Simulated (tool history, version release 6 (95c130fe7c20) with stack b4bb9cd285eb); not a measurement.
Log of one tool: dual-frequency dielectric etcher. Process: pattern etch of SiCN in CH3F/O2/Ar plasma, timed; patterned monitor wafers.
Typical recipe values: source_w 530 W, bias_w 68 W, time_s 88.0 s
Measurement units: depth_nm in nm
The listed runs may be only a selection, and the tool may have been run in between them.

| run | hour | source_w | bias_w | time_s | read-back reference wafer on the same gauge, depth_nm | depth_nm |
|---|---|---|---|---|---|---|
| 1 | 0.0 | 530 | 68 | 73.5 | 31.50 | 31.75 |
| 2 | 31.3 | 530 | 68 | 73.5 | 31.51 | 31.97 |
| 3 | 61.8 | 490 | 68 | 88.0 | 31.51 | 36.58 |
|  | 147.4 | wet clean of the chamber |
| 4 | 147.9 | 490 | 68 | 88.0 | 31.45 | 35.97 |
| 5 | 173.5 | 530 | 68 | 88.0 | 31.48 | 37.76 |
| 6 | 218.7 | 530 | 68 | 88.0 | 31.51 | 37.68 |
| 7 | 249.2 | 530 | 68 | 88.0 | 31.49 | 37.65 |
| 8 | 317.6 | 530 | 68 | 88.0 | 31.46 | 38.04 |
| 9 | 344.6 | 530 | 77 | 76.5 | 31.50 | 34.46 |
| 10 | 408.8 | 530 | 77 | 76.5 | 31.48 | 34.54 |
|  | 490.1 | upper electrode replaced |
| 11 | 490.6 | 530 | 77 | 76.5 | 31.47 | 34.47 |
| 12 | 533.0 | 530 | 68 | 88.0 | 31.48 | 38.17 |
| 13 | 601.4 | 530 | 68 | 88.0 | 31.50 | 38.46 |
|  | 649.1 | wet clean of the chamber |
| 14 | 649.6 | 530 | 68 | 88.0 | 31.47 | 37.75 |
| 15 | 698.9 | 530 | 68 | 88.0 | 31.49 | 37.80 |
|  | 718.3 | gauge calibrated |
| 16 | 723.3 | 470 | 74 | 88.0 | 31.52 | 36.58 |
| 17 | 783.4 | 630 | 68 | 75.5 | 31.50 | 35.51 |
| 18 | 818.8 | 530 | 55 | 88.0 | 31.54 | 35.43 |
| 19 | 855.0 | 530 | 52 | 98.0 | 31.45 | 38.89 |
| 20 | 879.4 | 530 | 68 | 88.0 | 31.45 | 37.84 |

What will run 21 give?
| 21 | 975.3 | 620 | 84 | 73.5 | ? | ? |

Run 21 gave read-back reference wafer on the same gauge, depth_nm 31.52, depth_nm 37.14 nm.
Minus the tool's unlogged condition, the same run would have read depth_nm 36.56 nm.
